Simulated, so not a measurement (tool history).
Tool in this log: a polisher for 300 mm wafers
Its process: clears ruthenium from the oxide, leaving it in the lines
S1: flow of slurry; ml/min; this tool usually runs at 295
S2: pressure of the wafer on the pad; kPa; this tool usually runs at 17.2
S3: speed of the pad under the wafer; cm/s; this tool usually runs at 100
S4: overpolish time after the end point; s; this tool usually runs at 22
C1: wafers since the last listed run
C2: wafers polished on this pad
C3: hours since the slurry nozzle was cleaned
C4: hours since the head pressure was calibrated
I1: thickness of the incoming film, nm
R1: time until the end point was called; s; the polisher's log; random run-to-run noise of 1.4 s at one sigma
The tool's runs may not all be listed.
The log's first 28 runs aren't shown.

run,hour,S1,S2,S3,S4,C1,C2,C3,C4,I1,R1
29,1396.2,295,17.2,100,22,302,1239,304.5,282.7,141.8,98.1
30,1460.2,295,17.2,100,29,467,1707,368.5,346.7,142.0,92.2
31,1518.8,235,22.1,100,30,427,2135,427.1,405.3,141.9,74.0
32,1586.9,250,22.1,120,33,497,2632,495.2,473.4,141.1,62.6
# hour 1598.0: worn pad replaced by a new one
# hour 1604.4: head pressure recalibrated
33,1626.1,215,17.2,100,22,242,190,534.4,21.7,139.0,93.5
# hour 1676.6: slurry nozzle cleaned
34,1678.2,295,18.6,128,29,373,563,1.6,73.8,139.5,73.6
35,1703.2,295,17.2,100,22,182,746,26.6,98.8,138.1,94.9
36,1742.4,260,13.1,88,32,286,1032,65.8,138.0,140.9,137.8

Forecast each of these 4 alternatives for the next run:
A,1742.9,295,17.2,100,22,3,1035,66.3,138.5,137.9,?
B,1742.9,295,17.2,100,31,3,1035,66.3,138.5,137.9,?
C,1742.9,295,22.8,100,13,3,1035,66.3,138.5,137.9,?
D,1742.9,395,15.2,78,16,3,1035,66.3,138.5,137.9,?

run,R1
A,91.0
B,91.0
C,68.9
D,117.4
Without the tool's hidden state the same runs would have given:
run,R1
A,86.1
B,86.1
C,65.2
D,111.1

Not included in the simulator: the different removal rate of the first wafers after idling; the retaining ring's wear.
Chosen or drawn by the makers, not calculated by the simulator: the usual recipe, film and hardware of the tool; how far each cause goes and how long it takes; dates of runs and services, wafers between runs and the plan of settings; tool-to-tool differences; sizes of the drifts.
